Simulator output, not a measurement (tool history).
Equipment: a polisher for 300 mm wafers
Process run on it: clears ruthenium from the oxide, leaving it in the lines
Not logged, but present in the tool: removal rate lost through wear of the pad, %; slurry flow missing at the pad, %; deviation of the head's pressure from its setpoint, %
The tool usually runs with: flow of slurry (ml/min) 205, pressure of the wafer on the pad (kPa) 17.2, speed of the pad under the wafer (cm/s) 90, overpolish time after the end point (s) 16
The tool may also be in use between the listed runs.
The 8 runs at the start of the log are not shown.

run	hour	flow of slurry (ml/min)	pressure of the wafer on the pad (kPa)	speed of the pad under the wafer (cm/s)	overpolish time after the end point (s)	wafers since the last listed run	wafers polished on this pad	hours since the slurry nozzle was cleaned	hours since the head pressure was calibrated	incoming thickness of the incoming film, nm	time until the end point was called (s)
9	103.5	205	17.2	90	16	131	948	909.8	1017.4	165.0	202.1
# hour 114.4: slurry nozzle cleaned
# hour 117.5: worn pad replaced by a new one
10	118.5	205	17.2	90	16	81	7	4.1	1032.4	168.5	172.8
11	134.1	205	17.2	90	16	115	123	19.7	1048.0	162.4	170.8
12	149.4	205	17.2	90	16	113	237	35.0	1063.3	162.6	170.3
13	160.6	205	17.2	78	16	83	320	46.2	1074.5	163.8	202.8
14	168.9	205	17.2	78	16	61	381	54.5	1082.8	166.1	206.0
15	182.6	205	17.2	78	16	101	483	68.2	1096.5	164.0	204.1
16	198.7	205	15.9	90	16	119	603	84.3	1112.6	164.2	194.8
17	209.7	205	22.8	90	16	81	684	95.3	1123.6	162.6	135.6
18	218.0	165	17.2	90	21	61	746	103.6	1131.9	168.4	190.0
19	234.6	135	22.8	90	12	123	869	120.2	1148.5	162.7	147.0
20	245.7	205	17.2	90	16	82	952	131.3	1159.6	165.0	182.8
# hour 249.7: head pressure recalibrated
21	261.8	205	14.5	116	16	104	1056	147.4	12.1	165.4	169.9
# hour 277.1: worn pad replaced by a new one
22	277.6	185	22.8	90	16	87	3	163.2	27.9	168.3	132.5

Run 23, settings as shown, results not yet in. Your forecast:
23	287.5	205	20.7	118	21	73	77	173.1	37.8	165.0	?

For run 23 the tool returned time until the end point was called (s) 110.4.
If the tool had no hidden condition, the same run with the same run-to-run variation would have returned time until the end point was called (s) 107.1.

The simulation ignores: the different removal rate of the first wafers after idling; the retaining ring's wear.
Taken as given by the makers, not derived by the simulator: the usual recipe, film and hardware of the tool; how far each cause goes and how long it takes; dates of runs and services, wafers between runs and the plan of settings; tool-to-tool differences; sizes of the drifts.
